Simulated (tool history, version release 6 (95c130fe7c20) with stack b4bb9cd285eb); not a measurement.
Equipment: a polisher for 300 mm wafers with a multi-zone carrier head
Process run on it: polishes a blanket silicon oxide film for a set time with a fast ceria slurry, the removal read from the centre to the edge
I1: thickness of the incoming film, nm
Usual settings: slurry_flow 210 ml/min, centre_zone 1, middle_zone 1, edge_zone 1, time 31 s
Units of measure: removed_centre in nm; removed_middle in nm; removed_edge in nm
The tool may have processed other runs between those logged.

Run 1, hour 0: usual settings but time 24 s; I1 2419.2. Result: removed_centre 426.3 nm, removed_middle 436.3 nm, removed_edge 431.5 nm.
At hour 12.6: worn pad replaced by a new one.
Run 2, hour 13.1: usual settings; I1 2399.1. Result: removed_centre 583.7 nm, removed_middle 592.7 nm, removed_edge 579.7 nm.
Run 3, hour 17.9: usual settings; I1 2368.5. Result: removed_centre 576.2 nm, removed_middle 572.2 nm, removed_edge 583.3 nm.
Run 4, hour 28.8: usual settings; I1 2419.5. Result: removed_centre 573.6 nm, removed_middle 577.9 nm, removed_edge 582.2 nm.
Run 5, hour 40.6: usual settings; I1 2423.8. Result: removed_centre 565.4 nm, removed_middle 585.2 nm, removed_edge 571.8 nm.
Run 6, hour 50.3: usual settings; I1 2359.6. Result: removed_centre 564 nm, removed_middle 572.6 nm, removed_edge 563.9 nm.
At hour 60: carrier head's membrane replaced by a new one.
Run 7, hour 60.5: usual settings but middle_zone 0.94; I1 2416.1. Result: removed_centre 558.4 nm, removed_middle 546.2 nm, removed_edge 575.1 nm.
At hour 76.2: slurry nozzle cleaned.
Run 8, hour 76.6: usual settings but middle_zone 0.94; I1 2353. Result: removed_centre 629.1 nm, removed_middle 600.4 nm, removed_edge 617.5 nm.
Run 9, hour 94.5: usual settings; I1 2437.6. Result: removed_centre 625.5 nm, removed_middle 609.6 nm, removed_edge 609.7 nm.
At hour 107.1: worn pad replaced by a new one.
Run 10, hour 107.6: usual settings but slurry_flow 180 ml/min, time 24 s; I1 2424.9. Result: removed_centre 481.4 nm, removed_middle 489.7 nm, removed_edge 479 nm.
Run 11, hour 120.2: usual settings but slurry_flow 280 ml/min, time 21 s; I1 2385.3. Result: removed_centre 458.8 nm, removed_middle 450.8 nm, removed_edge 428.8 nm.
Run 12, hour 131.9: usual settings but middle_zone 1.05, time 24 s; I1 2361.6. Result: removed_centre 491.1 nm, removed_middle 499 nm, removed_edge 476.3 nm.
At hour 137.5: centre zone pressure recalibrated.
Run 13, hour 141.9: usual settings but centre_zone 0.97, middle_zone 0.92, edge_zone 1.03, time 25 s; I1 2425.1. Result: removed_centre 497.1 nm, removed_middle 479.7 nm, removed_edge 497.6 nm.
At hour 147.1: edge zone pressure recalibrated.
Run 14, hour 151: usual settings but edge_zone 0.96; I1 2388.2. Result: removed_centre 631.3 nm, removed_middle 644.9 nm, removed_edge 604.8 nm.
Run 15, hour 164.5: usual settings but middle_zone 1.05, time 24 s; I1 2416.2. Result: removed_centre 481.1 nm, removed_middle 485.4 nm, removed_edge 463.9 nm.
Run 16, hour 181.4: usual settings; I1 2411.7. Result: removed_centre 611.9 nm, removed_middle 612.9 nm, removed_edge 597 nm.
Run 17, hour 193.5: usual settings but centre_zone 0.9, middle_zone 1.07, time 34 s; I1 2437.5. Result: removed_centre 600.7 nm, removed_middle 678.3 nm, removed_edge 654.6 nm.

Per-run results on a tool with no hidden state, each run keeping its own random variation:
Unlogged tool condition in this case: removal rate lost through wear of the pad, %; slurry flow missing at the pad, %; deviation of the centre zone's pressure from its setpoint, %; deviation of the edge zone's pressure from its setpoint, %.
run  removed_centre  removed_middle  removed_edge
  1           507.9           512.1         490.5
  2           667.8           667.9         632.5
  3           661.1           646.6         638.2
  4           662.5           657.2         640.9
  5           657.6           670.1         633.6
  6           659.7           659.4         628.2
  7           657.1           632.7         644.4
  8           657.4             627         643.8
  9           663.1           645.4         643.9
 10           490.4           497.8         484.9
 11           468.3           459.5         435.8
 12           508.5           515.4         489.4
 13           518.7           499.2         514.9
 14           663.5           675.8         629.8
 15             511           513.8         487.6
 16           658.7           657.2         634.9
 17           652.9           734.1         702.2
